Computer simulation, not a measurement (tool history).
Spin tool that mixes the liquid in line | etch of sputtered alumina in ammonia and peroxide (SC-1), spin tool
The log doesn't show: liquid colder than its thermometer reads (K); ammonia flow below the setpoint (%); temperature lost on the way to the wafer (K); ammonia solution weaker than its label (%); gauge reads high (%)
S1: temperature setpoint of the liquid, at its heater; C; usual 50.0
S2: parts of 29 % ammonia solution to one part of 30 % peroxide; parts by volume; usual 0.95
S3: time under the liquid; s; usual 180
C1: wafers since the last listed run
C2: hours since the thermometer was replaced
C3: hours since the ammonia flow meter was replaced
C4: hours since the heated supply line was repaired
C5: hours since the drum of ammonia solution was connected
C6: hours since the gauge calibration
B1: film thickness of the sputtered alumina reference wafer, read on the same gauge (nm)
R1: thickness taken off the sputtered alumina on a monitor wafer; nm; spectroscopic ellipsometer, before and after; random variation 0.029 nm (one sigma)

Run 1, day 0.000: usual settings but S1 53.0 C; C1 0; C2 1271.1; C3 1068.4; C4 1451.7; C5 112.5; C6 324.8; B1 140.00. Result: R1 7.56 nm.
Run 2, day 0.454: usual settings; C1 49; C2 1282.0; C3 1079.3; C4 1462.6; C5 123.4; C6 335.7; B1 139.96. Result: R1 6.35 nm.
Run 3, day 1.004: usual settings; C1 59; C2 1295.2; C3 1092.5; C4 1475.8; C5 136.6; C6 348.9; B1 140.02. Result: R1 6.36 nm.
At day 1.354: gauge calibrated.
Run 4, day 1.658: usual settings; C1 71; C2 1310.9; C3 1108.2; C4 1491.5; C5 152.3; C6 7.3; B1 139.98. Result: R1 6.34 nm.
At day 2.408: heated supply line repaired.
Run 5, day 2.512: usual settings; C1 88; C2 1331.4; C3 1128.7; C4 2.5; C5 172.8; C6 27.8; B1 139.98. Result: R1 6.65 nm.
Run 6, day 2.783: usual settings; C1 29; C2 1337.9; C3 1135.2; C4 9.0; C5 179.3; C6 34.3; B1 139.99. Result: R1 6.70 nm.
Run 7, day 3.375: usual settings; C1 64; C2 1352.1; C3 1149.4; C4 23.2; C5 193.5; C6 48.5; B1 140.02. Result: R1 6.68 nm.
Run 8, day 3.771: usual settings; C1 43; C2 1361.6; C3 1158.9; C4 32.7; C5 203.0; C6 58.0; B1 140.05. Result: R1 6.66 nm.
Run 9, day 4.412: usual settings but S1 46.0 C, S2 0.65 parts by volume, S3 145 s; C1 69; C2 1377.0; C3 1174.3; C4 48.1; C5 218.4; C6 73.4; B1 139.97. Result: R1 4.14 nm.
Run 10, day 6.121: usual settings but S1 59.0 C, S2 1.10 parts by volume, S3 85 s; C1 186; C2 1418.0; C3 1215.3; C4 89.1; C5 259.4; C6 114.4; B1 139.99. Result: R1 5.13 nm.
At day 6.417: ammonia flow meter replaced.
Run 11, day 6.429: usual settings but S2 0.75 parts by volume, S3 225 s; C1 29; C2 1425.4; C3 0.3; C4 96.5; C5 266.8; C6 121.8; B1 139.97. Result: R1 8.03 nm.
Run 12, day 6.792: usual settings but S2 1.10 parts by volume; C1 39; C2 1434.1; C3 9.0; C4 105.2; C5 275.5; C6 130.5; B1 139.98. Result: R1 6.70 nm.
At day 7.221: new drum of ammonia solution connected.
Run 13, day 7.362: usual settings but S2 0.60 parts by volume; C1 57; C2 1447.8; C3 22.7; C4 118.9; C5 3.4; C6 144.2; B1 140.02. Result: R1 6.33 nm.
Run 14, day 7.667: usual settings; C1 33; C2 1455.1; C3 30.0; C4 126.2; C5 10.7; C6 151.5; B1 140.01. Result: R1 6.59 nm.
At day 8.000: thermometer replaced.
Run 15, day 8.204: usual settings but S1 55.0 C, S2 1.20 parts by volume, S3 125 s; C1 54; C2 4.9; C3 42.9; C4 139.1; C5 23.6; C6 164.4; B1 140.02. Result: R1 7.00 nm.
Run 16, day 8.458: usual settings but S1 55.5 C, S2 1.20 parts by volume, S3 130 s; C1 27; C2 11.0; C3 49.0; C4 145.2; C5 29.7; C6 170.5; B1 140.03. Result: R1 7.38 nm.
Run 17, day 9.033: usual settings; C1 62; C2 24.8; C3 62.8; C4 159.0; C5 43.5; C6 184.3; B1 140.02. Result: R1 7.47 nm.
Run 18, day 9.608: usual settings but S2 1.15 parts by volume, S3 210 s; C1 62; C2 38.6; C3 76.6; C4 172.8; C5 57.3; C6 198.1; B1 140.02. Result: R1 8.85 nm.
Run 19, day 10.050: usual settings but S1 42.5 C, S2 1.10 parts by volume, S3 235 s; C1 48; C2 49.2; C3 87.2; C4 183.4; C5 67.9; C6 208.7; B1 140.00. Result: R1 6.45 nm.
Run 20, day 10.362: usual settings but S2 0.70 parts by volume; C1 34; C2 56.7; C3 94.7; C4 190.9; C5 75.4; C6 216.2; B1 140.01. Result: R1 7.24 nm.
Run 21, day 10.833: usual settings but S1 46.0 C, S2 1.20 parts by volume, S3 145 s; C1 51; C2 68.0; C3 106.0; C4 202.2; C5 86.7; C6 227.5; B1 139.98. Result: R1 4.92 nm.
Run 22, day 11.738: usual settings; C1 98; C2 89.7; C3 127.7; C4 223.9; C5 108.4; C6 249.2; B1 140.02. Result: R1 7.42 nm.
Run 23, day 12.079: usual settings but S2 0.75 parts by volume, S3 225 s; C1 37; C2 97.9; C3 135.9; C4 232.1; C5 116.6; C6 257.4; B1 139.98. Result: R1 9.05 nm.
Run 24, day 12.433: usual settings but S1 57.5 C, S2 1.20 parts by volume; C1 38; C2 106.4; C3 144.4; C4 240.6; C5 125.1; C6 265.9; B1 140.01. Result: R1 11.26 nm.

Some steps in R1 between neighbouring runs. How much of each would the tool show without its hidden state too (settings, what came in, random variation), and how much is left for the hidden state, with any gauge scatter that isn't in both results?
Run 8 -> 9: S1 50.0 -> 46.0, S2 0.95 -> 0.65, S3 180 -> 145. R1 -2.52 nm: hidden state +0.34, all else -2.86.
Run 10 -> 11: S1 59.0 -> 50.0, S2 1.10 -> 0.75, S3 85 -> 225, ammonia flow meter replaced. R1 +2.90 nm: hidden state -0.51, all else +3.41.
Run 14 -> 15: S1 50.0 -> 55.0, S2 0.95 -> 1.20, S3 180 -> 125, thermometer replaced. R1 +0.41 nm: hidden state +0.94, all else -0.53.

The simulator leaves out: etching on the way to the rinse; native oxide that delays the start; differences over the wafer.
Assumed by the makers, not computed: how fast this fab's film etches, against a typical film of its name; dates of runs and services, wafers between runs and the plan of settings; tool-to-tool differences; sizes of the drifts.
